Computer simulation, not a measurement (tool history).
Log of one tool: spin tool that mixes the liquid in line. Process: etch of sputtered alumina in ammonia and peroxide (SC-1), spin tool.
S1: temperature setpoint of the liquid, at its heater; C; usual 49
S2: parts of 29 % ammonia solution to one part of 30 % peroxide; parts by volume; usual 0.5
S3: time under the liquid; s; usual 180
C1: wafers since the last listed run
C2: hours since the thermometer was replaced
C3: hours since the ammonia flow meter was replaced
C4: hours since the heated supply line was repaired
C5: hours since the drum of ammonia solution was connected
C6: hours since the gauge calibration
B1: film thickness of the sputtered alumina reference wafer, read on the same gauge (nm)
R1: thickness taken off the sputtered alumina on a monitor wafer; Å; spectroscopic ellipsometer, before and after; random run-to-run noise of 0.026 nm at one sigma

run	day	S1	S2	S3	C1	C2	C3	C4	C5	C6	B1	R1
1	0	53.5	0.5	180	0	195	68.2	540.9	172.4	892.1	30.01	105.2
2	2.017	53.5	0.5	180	443	243.4	116.6	589.3	220.8	940.5	30	105.6
3	4.417	53.5	0.7	180	528	301	174.2	646.9	278.4	998.1	29.97	108.6
4	6.308	53.5	0.7	180	416	346.4	219.6	692.3	323.8	1043.5	29.97	109
5	9.029	53.5	0.7	180	598	411.7	284.9	757.6	389.1	1108.8	30.01	108.3
6	12.075	49	0.5	180	670	484.8	358	830.7	462.2	1181.9	30.01	82.5
7	15.667	49	0.5	180	790	571	444.2	916.9	548.4	1268.1	30	81.7
# day 16.308: heated supply line repaired
8	17.825	49	0.5	180	465	622.8	496	36.4	600.2	1319.9	30.02	82.5
# day 19.183: thermometer replaced
9	20.046	49	0.35	140	479	20.7	549.3	89.7	653.5	1373.2	30	61.4
10	24	49	0.35	140	870	115.6	644.2	184.6	748.4	1468.1	30.04	61.7
# day 24.538: gauge calibrated
11	26.054	49	0.65	180	452	164.9	693.5	233.9	797.7	36.4	29.99	83.6
12	29.025	49	0.65	180	653	236.2	764.8	305.2	869	107.7	30.02	84.3
# day 30.658: new drum of ammonia solution connected
13	31.679	49	0.5	180	575	299.9	828.5	368.9	24.5	171.4	29.96	83.5
14	34.171	53	0.5	180	548	359.7	888.3	428.7	84.3	231.2	30.02	102.9
# day 38.417: ammonia flow meter replaced
15	43.954	49	0.5	180	2144	594.5	132.9	663.5	319.1	466	29.99	82.9
16	45.479	55	0.4	95	335	631.1	169.5	700.1	355.7	502.6	30.02	58.8
# day 45.721: thermometer replaced
17	48.058	56.5	0.25	275	558	56.1	231.4	762	417.6	564.5	30.02	176.7
18	51.275	49	0.5	215	707	133.3	308.6	839.2	494.8	641.7	29.99	98.4
19	55.271	49	0.5	180	879	229.2	404.5	935.1	590.7	737.6	30.06	82.5
# day 55.775: heated supply line repaired
20	57.638	49	0.5	130	511	286	461.3	44.7	647.5	794.4	29.98	59.4
21	59.746	45	0.55	180	464	336.6	511.9	95.3	698.1	845	30.03	66.3
22	63.658	55	0.4	120	861	430.5	605.8	189.2	792	938.9	30.03	73.9
23	65.838	45.5	0.65	115	479	482.8	658.1	241.5	844.3	991.2	30	44.3
24	70.221	40.5	0.35	150	964	588	763.3	346.7	949.5	1096.4	30.02	40.6

Branching from run 24: 5 alternative next runs. What would each branch give?
A	70.242	49	0.5	180	4	588.5	763.8	347.2	950	1096.9	?	?
B	70.242	40.5	0.3	95	4	588.5	763.8	347.2	950	1096.9	?	?
C	70.242	43.5	0.75	90	4	588.5	763.8	347.2	950	1096.9	?	?
D	70.242	49	0.35	180	4	588.5	763.8	347.2	950	1096.9	?	?
E	70.242	52.5	0.55	210	4	588.5	763.8	347.2	950	1096.9	?	?

run	B1	R1
A	30.03	82.1
B	30.03	25.4
C	30.03	31.3
D	30.03	79.4
E	30.03	117.1
With no hidden state in the tool, these same runs would have given:
run	R1
A	83.2
B	25.8
C	31.7
D	80.5
E	118.7
